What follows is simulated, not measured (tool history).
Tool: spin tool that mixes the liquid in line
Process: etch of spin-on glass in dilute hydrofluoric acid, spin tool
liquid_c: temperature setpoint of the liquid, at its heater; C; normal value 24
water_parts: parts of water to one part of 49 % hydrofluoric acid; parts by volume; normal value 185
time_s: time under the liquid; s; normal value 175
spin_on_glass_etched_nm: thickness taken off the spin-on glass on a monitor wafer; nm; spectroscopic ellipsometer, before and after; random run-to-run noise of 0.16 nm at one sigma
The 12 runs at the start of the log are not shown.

run	hour	liquid_c	water_parts	time_s	wafers since the last listed run	hours since the thermometer was replaced	hours since the hydrofluoric acid flow meter was replaced	hours since the gauge calibration	read-back film thickness of the spin-on glass reference wafer, read on the same gauge (nm)	spin_on_glass_etched_nm
13	201.8	24	185	175	106	24.7	159	57.7	150	29.94
14	213	24	185	75	97	35.9	170.2	68.9	150	12.76
15	227.6	20.5	185	145	126	50.5	184.8	83.5	149.96	21.91
16	243	24	185	175	133	65.9	200.2	98.9	150.01	29.69
17	258.9	26.5	235	100	138	81.8	216.1	114.8	150.01	13.83
18	266.8	21	185	175	68	89.7	224	122.7	150.01	26.63
19	284	27	220	245	149	106.9	241.2	139.9	149.99	37.58
20	334.9	27	185	175	442	157.8	292.1	190.8	150	33.41
21	346	27.5	185	125	96	168.9	303.2	201.9	150	24.34
22	356.1	27.5	185	175	87	179	313.3	212	150	34.06
23	365.1	24	130	270	78	188	322.3	221	150.01	69.82
24	376.2	25.5	235	175	96	199.1	333.4	232.1	150	23.57
25	386.1	20	185	175	86	209	343.3	242	150	25.73
26	402.1	28.5	100	280	139	225	359.3	258	150	116.22

Run 27 comes next. What will it give?
27	410.5	24	185	265	73	233.4	367.7	266.4	?	?

{"run 27": {"read-back film thickness of the spin-on glass reference wafer, read on the same gauge (nm)": 150, "spin_on_glass_etched_nm": 45.11}}
If the tool had no hidden condition, the same run with the same run-to-run variation would have returned spin_on_glass_etched_nm 45.11 nm.
